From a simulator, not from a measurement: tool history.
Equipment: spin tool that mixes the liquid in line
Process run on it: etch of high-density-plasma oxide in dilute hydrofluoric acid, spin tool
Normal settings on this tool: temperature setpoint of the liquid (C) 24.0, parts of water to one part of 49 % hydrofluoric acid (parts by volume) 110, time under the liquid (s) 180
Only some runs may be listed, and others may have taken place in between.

run,hour,temperature setpoint of the liquid (C),parts of water to one part of 49 % hydrofluoric acid (parts by volume),time under the liquid (s),wafers since the last listed run,hours since the thermometer was replaced,hours since the hydrofluoric acid flow meter was replaced,hours since the gauge calibration,"read-back film thickness of the high-density-plasma oxide reference wafer, read on the same gauge (nm)",thickness taken off the high-density-plasma oxide on a monitor wafer (nm)
1,0.0,24.0,125,250,0,772.4,142.3,877.2,109.98,12.06
2,63.5,24.0,125,250,261,835.9,205.8,940.7,109.99,12.04
3,107.5,24.0,125,250,180,879.9,249.8,984.7,109.99,12.11
4,136.1,24.0,110,180,117,908.5,278.4,1013.3,110.00,10.05
5,166.8,24.0,110,180,126,939.2,309.1,1044.0,109.99,10.01
6,191.4,24.0,110,180,101,963.8,333.7,1068.6,110.00,10.10
7,255.1,24.0,110,180,261,1027.5,397.4,1132.3,110.01,10.08
8,287.3,24.0,110,180,132,1059.7,429.6,1164.5,109.99,10.08
# hour 293.4: thermometer replaced
9,377.2,24.0,110,180,365,83.8,519.5,1254.4,110.00,10.05
10,439.5,24.0,110,180,256,146.1,581.8,1316.7,109.99,10.01
11,479.6,24.0,110,180,164,186.2,621.9,1356.8,110.00,10.06
12,518.2,24.0,110,180,158,224.8,660.5,1395.4,110.00,10.08
# hour 542.0: gauge calibrated
13,555.6,24.0,110,180,153,262.2,697.9,13.6,109.99,10.06
14,626.8,24.0,110,180,292,333.4,769.1,84.8,110.01,10.06
15,792.8,24.0,110,225,682,499.4,935.1,250.8,110.01,12.52
# hour 829.4: hydrofluoric acid flow meter replaced
16,853.2,28.5,110,100,244,559.8,23.8,311.2,110.01,6.67

Expected results for the next run?
17,889.9,24.0,110,290,150,596.5,60.5,347.9,?,?

Run 17 measured read-back film thickness of the high-density-plasma oxide reference wafer, read on the same gauge (nm) 110.01, thickness taken off the high-density-plasma oxide on a monitor wafer (nm) 16.14.
Take away the tool's hidden state, keep the run-to-run variation as it was, and the same run would have given thickness taken off the high-density-plasma oxide on a monitor wafer (nm) 16.14.

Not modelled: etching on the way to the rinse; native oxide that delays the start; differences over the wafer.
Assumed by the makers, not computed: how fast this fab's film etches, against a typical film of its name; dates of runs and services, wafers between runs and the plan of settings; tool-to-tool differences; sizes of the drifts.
